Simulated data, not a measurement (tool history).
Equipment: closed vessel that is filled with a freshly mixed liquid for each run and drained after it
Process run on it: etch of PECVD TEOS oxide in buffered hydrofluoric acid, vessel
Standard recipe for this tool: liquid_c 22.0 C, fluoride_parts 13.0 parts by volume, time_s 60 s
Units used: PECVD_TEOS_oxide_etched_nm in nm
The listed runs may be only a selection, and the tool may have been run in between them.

run	hour	liquid_c	fluoride_parts	time_s	read-back film thickness of the PECVD TEOS oxide reference wafer, read on the same gauge (nm)	PECVD_TEOS_oxide_etched_nm
1	0.0	22.0	13.0	60	30.01	52.20
2	25.6	22.0	13.0	60	29.99	51.86
# hour 26.0: gauge calibrated
3	48.1	22.0	13.0	60	30.01	51.26
4	83.0	22.0	16.0	40	29.99	27.75
5	103.8	22.0	13.0	60	30.00	52.25
6	118.2	22.0	13.0	60	30.00	52.12
7	143.7	22.0	13.0	40	30.00	33.88
8	160.5	22.0	13.0	40	30.00	34.52
9	178.6	22.0	13.0	60	30.01	51.21
10	208.0	22.0	13.0	60	29.97	51.46
11	221.1	22.0	13.0	60	30.01	51.69
12	241.9	22.0	13.0	80	30.00	70.15
# hour 252.4: thermometer replaced
13	256.1	27.0	13.0	60	30.00	67.33
# hour 270.4: hydrofluoric acid flow meter replaced
14	291.2	24.0	15.5	90	30.00	72.49
15	310.1	20.5	15.0	85	30.01	59.23
16	334.6	22.0	13.0	60	30.00	51.67
17	355.4	22.0	13.0	60	30.01	51.80
18	388.0	22.0	9.0	70	30.00	82.92
19	402.6	23.5	13.0	75	29.99	68.66
# hour 418.2: gauge calibrated
20	432.0	20.5	15.0	85	29.99	59.36
21	458.5	23.5	13.0	50	29.99	46.24
22	489.1	22.0	15.0	60	30.01	44.94
23	524.0	18.5	13.0	60	30.00	41.79
24	550.1	26.0	16.0	40	30.00	35.04

Here are 3 independent what-if runs from the current tool condition. What would each one return?
A	550.8	22.0	13.0	60	?	?
B	550.8	22.0	10.5	60	?	?
C	550.8	23.5	16.0	30	?	?

run	read-back film thickness of the PECVD TEOS oxide reference wafer, read on the same gauge (nm)	PECVD_TEOS_oxide_etched_nm
A	29.98	51.81
B	29.98	63.83
C	29.98	22.95
Had the tool no hidden state, the same runs would have come out as:
run	PECVD_TEOS_oxide_etched_nm
A	51.81
B	63.83
C	22.95

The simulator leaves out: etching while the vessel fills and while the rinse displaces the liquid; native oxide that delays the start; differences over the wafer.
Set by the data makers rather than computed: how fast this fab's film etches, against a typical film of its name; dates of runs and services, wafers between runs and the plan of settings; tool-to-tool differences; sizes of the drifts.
